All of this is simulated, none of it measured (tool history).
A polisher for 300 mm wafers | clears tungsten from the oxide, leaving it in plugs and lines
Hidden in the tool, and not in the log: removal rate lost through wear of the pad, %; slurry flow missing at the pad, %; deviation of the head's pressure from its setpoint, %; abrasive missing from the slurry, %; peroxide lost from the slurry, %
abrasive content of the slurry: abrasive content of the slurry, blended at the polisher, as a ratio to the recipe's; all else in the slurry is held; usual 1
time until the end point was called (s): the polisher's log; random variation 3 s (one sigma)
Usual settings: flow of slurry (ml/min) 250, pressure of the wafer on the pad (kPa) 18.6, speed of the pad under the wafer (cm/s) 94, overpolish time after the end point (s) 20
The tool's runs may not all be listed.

run   hour  flow of slurry (ml/min)  pressure of the wafer on the pad (kPa)  speed of the pad under the wafer (cm/s)  abrasive content of the slurry  overpolish time after the end point (s)  wafers since the last listed run  wafers polished on this pad  hours since the slurry nozzle was cleaned  hours since the head pressure was calibrated  hours since the slurry blender was calibrated  hours since the slurry got fresh peroxide  incoming thickness of the incoming film, nm  time until the end point was called (s)
  1      0                      250                                    18.6                                       94                               1                                       20                                 0                         1417                                         59                                         645.3                                          227.5                                      228.8                                        473.5                                    172.6
       4.5  -- worn pad replaced by a new one
      73.8  -- slurry tank refilled with fresh slurry and peroxide
  2   83.8                      250                                    14.5                                      118                               1                                       20                               443                          440                                      142.8                                         729.1                                          311.3                                         10                                        487.1                                    198.8
     118.4  -- slurry blender recalibrated
  3  140.1                      250                                    14.5                                      118                               1                                       20                               305                          746                                      199.1                                         785.4                                           21.7                                       66.3                                        480.9                                    198.7
  4  205.8                      250                                    14.5                                      118                               1                                       20                               370                         1116                                      264.8                                         851.1                                           87.4                                        132                                          488                                    203.9
     255.2  -- worn pad replaced by a new one
  5  283.9                      250                                    18.6                                       94                               1                                       20                               417                          161                                      342.9                                         929.2                                          165.5                                      210.1                                        477.9                                    190.6
  6  352.5                      250                                    18.6                                       94                               1                                       20                               386                          548                                      411.5                                         997.8                                          234.1                                      278.7                                        477.2                                    176.1
     393.2  -- slurry tank refilled with fresh slurry and peroxide
  7  437.9                      305                                    18.6                                       94                               1                                       20                               475                         1023                                      496.9                                        1083.2                                          319.5                                       44.7                                        471.2                                    182.1
     456.2  -- slurry blender recalibrated
  8  522.8                      250                                    18.6                                       94                            1.15                                       20                               466                         1490                                      581.8                                        1168.1                                           66.6                                      129.6                                        482.3                                    182.5
     534.9  -- worn pad replaced by a new one
  9  573.1                      250                                    18.6                                       94                            1.15                                       20                               260                          215                                      632.1                                        1218.4                                          116.9                                      179.9                                        480.8                                    179.9

The next listed run, before its measurement:
     577.2  -- slurry nozzle cleaned
 10   622                      250                                    18.6                                       94                               1                                       20                               269                          484                                       44.8                                        1267.3                                          165.8                                      228.8                                        490.4                                        ?

time until the end point was called (s): 180.5
Without the tool's hidden state the same run would have given time until the end point was called (s) 177.6.
